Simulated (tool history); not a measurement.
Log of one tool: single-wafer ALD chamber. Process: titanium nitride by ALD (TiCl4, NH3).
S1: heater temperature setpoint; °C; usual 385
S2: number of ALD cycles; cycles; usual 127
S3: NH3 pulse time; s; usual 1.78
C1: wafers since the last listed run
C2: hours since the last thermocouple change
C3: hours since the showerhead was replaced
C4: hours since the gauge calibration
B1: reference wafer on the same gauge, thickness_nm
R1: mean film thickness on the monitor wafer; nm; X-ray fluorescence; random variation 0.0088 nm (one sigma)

| run | hour | S1 | S2 | S3 | C1 | C2 | C3 | C4 | B1 | R1 |
|---|---|---|---|---|---|---|---|---|---|---|
| 1 | 0 | 385 | 127 | 1.78 | 0 | 807.2 | 5456 | 1218.1 | 2.449 | 2.993 |
| 2 | 58.3 | 385 | 127 | 1.78 | 155 | 865.5 | 5514.3 | 1276.4 | 2.447 | 3 |
| 3 | 146.3 | 396 | 127 | 1.78 | 234 | 953.5 | 5602.3 | 1364.4 | 2.447 | 3.039 |
| 4 | 209.8 | 385 | 136 | 2.25 | 168 | 1017 | 5665.8 | 1427.9 | 2.45 | 3.232 |
| 5 | 247 | 385 | 136 | 2.25 | 98 | 1054.2 | 5703 | 1465.1 | 2.45 | 3.246 |
| 6 | 295.1 | 385 | 138 | 1.78 | 127 | 1102.3 | 5751.1 | 1513.2 | 2.449 | 3.249 |
| 7 | 388.9 | 385 | 138 | 1.78 | 249 | 1196.1 | 5844.9 | 1607 | 2.45 | 3.243 |
| 8 | 458.9 | 385 | 127 | 1.78 | 186 | 1266.1 | 5914.9 | 1677 | 2.45 | 2.986 |
|  | 465 | gauge calibrated |
| 9 | 498.7 | 378 | 127 | 2.05 | 105 | 1305.9 | 5954.7 | 33.7 | 2.451 | 2.972 |
| 10 | 565.3 | 385 | 127 | 1.78 | 177 | 1372.5 | 6021.3 | 100.3 | 2.451 | 2.995 |
| 11 | 655.7 | 385 | 127 | 1.78 | 240 | 1462.9 | 6111.7 | 190.7 | 2.449 | 2.974 |
| 12 | 739.2 | 374 | 148 | 2.16 | 222 | 1546.4 | 6195.2 | 274.2 | 2.451 | 3.454 |
|  | 770.3 | thermocouple changed; heater temperature recalibrated |
| 13 | 776.7 | 385 | 146 | 2.44 | 78 | 6.4 | 6232.7 | 311.7 | 2.451 | 3.484 |
| 14 | 813.2 | 385 | 127 | 1.78 | 97 | 42.9 | 6269.2 | 348.2 | 2.45 | 2.98 |
|  | 831.5 | showerhead replaced |
| 15 | 882.8 | 374 | 148 | 2.16 | 163 | 112.5 | 51.3 | 417.8 | 2.45 | 3.466 |
| 16 | 938.6 | 395 | 103 | 1.48 | 148 | 168.3 | 107.1 | 473.6 | 2.453 | 2.423 |
| 17 | 996.7 | 374 | 134 | 2.39 | 154 | 226.4 | 165.2 | 531.7 | 2.451 | 3.152 |
| 18 | 1036.8 | 385 | 152 | 1.78 | 106 | 266.5 | 205.3 | 571.8 | 2.449 | 3.578 |
| 19 | 1105 | 395 | 112 | 1.78 | 181 | 334.7 | 273.5 | 640 | 2.45 | 2.662 |
| 20 | 1142.6 | 379 | 106 | 1.17 | 100 | 372.3 | 311.1 | 677.6 | 2.453 | 2.414 |
| 21 | 1195.3 | 398 | 138 | 1.46 | 140 | 425 | 363.8 | 730.3 | 2.451 | 3.268 |
| 22 | 1278.3 | 395 | 127 | 1.14 | 220 | 508 | 446.8 | 813.3 | 2.45 | 2.98 |

5 ways to go on from here, each from the tool as it stands after run 22. What would each give?
| A | 1279 | 385 | 127 | 1.78 | 1 | 508.7 | 447.5 | 814 | ? | ? |
| B | 1279 | 378 | 127 | 1.39 | 1 | 508.7 | 447.5 | 814 | ? | ? |
| C | 1279 | 377 | 127 | 2.2 | 1 | 508.7 | 447.5 | 814 | ? | ? |
| D | 1279 | 378 | 143 | 1.19 | 1 | 508.7 | 447.5 | 814 | ? | ? |
| E | 1279 | 371 | 119 | 2.14 | 1 | 508.7 | 447.5 | 814 | ? | ? |

| run | B1 | R1 |
|---|---|---|
| A | 2.45 | 2.991 |
| B | 2.45 | 2.927 |
| C | 2.45 | 2.996 |
| D | 2.45 | 3.267 |
| E | 2.45 | 2.771 |
Without the tool's hidden state the same runs would have given:
| run | R1 |
|---|---|
| A | 2.991 |
| B | 2.927 |
| C | 2.996 |
| D | 3.267 |
| E | 2.771 |

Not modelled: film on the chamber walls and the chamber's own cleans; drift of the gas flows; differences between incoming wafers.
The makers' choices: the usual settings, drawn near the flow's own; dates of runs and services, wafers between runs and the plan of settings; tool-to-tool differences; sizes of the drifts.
